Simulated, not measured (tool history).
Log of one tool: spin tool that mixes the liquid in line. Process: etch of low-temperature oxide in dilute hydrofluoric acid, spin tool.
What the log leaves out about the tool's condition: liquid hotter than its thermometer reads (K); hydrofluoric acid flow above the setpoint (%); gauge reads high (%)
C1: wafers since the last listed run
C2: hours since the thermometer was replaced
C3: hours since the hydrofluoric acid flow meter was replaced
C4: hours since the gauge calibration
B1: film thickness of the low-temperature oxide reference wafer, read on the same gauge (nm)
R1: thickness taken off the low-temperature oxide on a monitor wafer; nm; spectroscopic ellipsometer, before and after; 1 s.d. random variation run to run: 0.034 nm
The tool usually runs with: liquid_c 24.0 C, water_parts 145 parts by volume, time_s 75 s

run 1 hour=0.0 | liquid_c=24.0 water_parts=145 time_s=75 | C1=0 C2=1066.7 C3=299.3 C4=330.4 | B1=60.00 | R1=6.33
run 2 hour=22.7 | liquid_c=24.0 water_parts=145 time_s=75 | C1=301 C2=1089.4 C3=322.0 C4=353.1 | B1=60.00 | R1=6.29
run 3 hour=53.4 | liquid_c=24.0 water_parts=145 time_s=75 | C1=407 C2=1120.1 C3=352.7 C4=383.8 | B1=60.04 | R1=6.42
run 4 hour=66.5 | liquid_c=24.0 water_parts=145 time_s=75 | C1=173 C2=1133.2 C3=365.8 C4=396.9 | B1=60.00 | R1=6.38
run 5 hour=85.1 | liquid_c=24.0 water_parts=145 time_s=75 | C1=246 C2=1151.8 C3=384.4 C4=415.5 | B1=59.97 | R1=6.36
run 6 hour=104.4 | liquid_c=24.0 water_parts=145 time_s=75 | C1=256 C2=1171.1 C3=403.7 C4=434.8 | B1=60.01 | R1=6.42
run 7 hour=136.1 | liquid_c=24.0 water_parts=145 time_s=75 | C1=420 C2=1202.8 C3=435.4 C4=466.5 | B1=59.98 | R1=6.44
run 8 hour=153.5 | liquid_c=24.0 water_parts=145 time_s=75 | C1=231 C2=1220.2 C3=452.8 C4=483.9 | B1=60.00 | R1=6.41
run 9 hour=177.2 | liquid_c=24.0 water_parts=145 time_s=75 | C1=314 C2=1243.9 C3=476.5 C4=507.6 | B1=60.02 | R1=6.35
run 10 hour=190.4 | liquid_c=24.0 water_parts=145 time_s=75 | C1=175 C2=1257.1 C3=489.7 C4=520.8 | B1=60.00 | R1=6.45
-- hour=225.3 gauge calibrated
run 11 hour=253.9 | liquid_c=24.0 water_parts=145 time_s=75 | C1=843 C2=1320.6 C3=553.2 C4=28.6 | B1=60.02 | R1=6.45
run 12 hour=272.5 | liquid_c=24.0 water_parts=145 time_s=100 | C1=246 C2=1339.2 C3=571.8 C4=47.2 | B1=59.98 | R1=8.58
-- hour=294.2 hydrofluoric acid flow meter replaced
run 13 hour=296.2 | liquid_c=25.5 water_parts=195 time_s=75 | C1=301 C2=1362.9 C3=2.0 C4=70.9 | B1=59.97 | R1=4.64
run 14 hour=309.5 | liquid_c=24.0 water_parts=145 time_s=75 | C1=176 C2=1376.2 C3=15.3 C4=84.2 | B1=59.99 | R1=6.28
run 15 hour=326.2 | liquid_c=22.0 water_parts=145 time_s=75 | C1=221 C2=1392.9 C3=32.0 C4=100.9 | B1=59.97 | R1=5.81
run 16 hour=340.8 | liquid_c=19.5 water_parts=190 time_s=95 | C1=193 C2=1407.5 C3=46.6 C4=115.5 | B1=60.01 | R1=4.86
run 17 hour=363.2 | liquid_c=27.0 water_parts=170 time_s=50 | C1=297 C2=1429.9 C3=69.0 C4=137.9 | B1=59.97 | R1=3.91
run 18 hour=381.6 | liquid_c=25.5 water_parts=195 time_s=75 | C1=244 C2=1448.3 C3=87.4 C4=156.3 | B1=60.02 | R1=4.66
run 19 hour=415.8 | liquid_c=24.0 water_parts=100 time_s=50 | C1=454 C2=1482.5 C3=121.6 C4=190.5 | B1=59.99 | R1=6.42
run 20 hour=444.4 | liquid_c=26.5 water_parts=145 time_s=75 | C1=379 C2=1511.1 C3=150.2 C4=219.1 | B1=59.99 | R1=6.97
run 21 hour=475.1 | liquid_c=26.5 water_parts=180 time_s=55 | C1=407 C2=1541.8 C3=180.9 C4=249.8 | B1=60.01 | R1=3.97
-- hour=497.4 thermometer replaced
run 22 hour=501.0 | liquid_c=24.0 water_parts=80 time_s=90 | C1=330 C2=3.6 C3=206.8 C4=275.7 | B1=60.00 | R1=15.00
run 23 hour=533.4 | liquid_c=24.0 water_parts=110 time_s=75 | C1=430 C2=36.0 C3=239.2 C4=308.1 | B1=60.03 | R1=8.72
run 24 hour=561.8 | liquid_c=26.5 water_parts=105 time_s=95 | C1=377 C2=64.4 C3=267.6 C4=336.5 | B1=59.97 | R1=12.92
run 25 hour=652.2 | liquid_c=24.0 water_parts=145 time_s=75 | C1=1200 C2=154.8 C3=358.0 C4=426.9 | B1=60.00 | R1=6.40
run 26 hour=666.7 | liquid_c=28.0 water_parts=180 time_s=75 | C1=192 C2=169.3 C3=372.5 C4=441.4 | B1=60.01 | R1=5.76
run 27 hour=680.5 | liquid_c=24.0 water_parts=145 time_s=75 | C1=183 C2=183.1 C3=386.3 C4=455.2 | B1=60.04 | R1=6.41

Predict each of these 4 candidate next runs independently; none follows another, all start after run 27:
run A hour=680.9 | liquid_c=24.0 water_parts=145 time_s=75 | C1=5 C2=183.5 C3=386.7 C4=455.6 | B1=? | R1=?
run B hour=680.9 | liquid_c=25.5 water_parts=145 time_s=75 | C1=5 C2=183.5 C3=386.7 C4=455.6 | B1=? | R1=?
run C hour=680.9 | liquid_c=24.0 water_parts=145 time_s=110 | C1=5 C2=183.5 C3=386.7 C4=455.6 | B1=? | R1=?
run D hour=680.9 | liquid_c=21.0 water_parts=165 time_s=60 | C1=5 C2=183.5 C3=386.7 C4=455.6 | B1=? | R1=?

run=A B1=60.03 R1=6.41
run=B B1=60.03 R1=6.78
run=C B1=60.03 R1=9.39
run=D B1=60.03 R1=3.92
What these runs would have given with no unlogged condition in the tool:
run=A R1=6.25
run=B R1=6.61
run=C R1=9.16
run=D R1=3.82
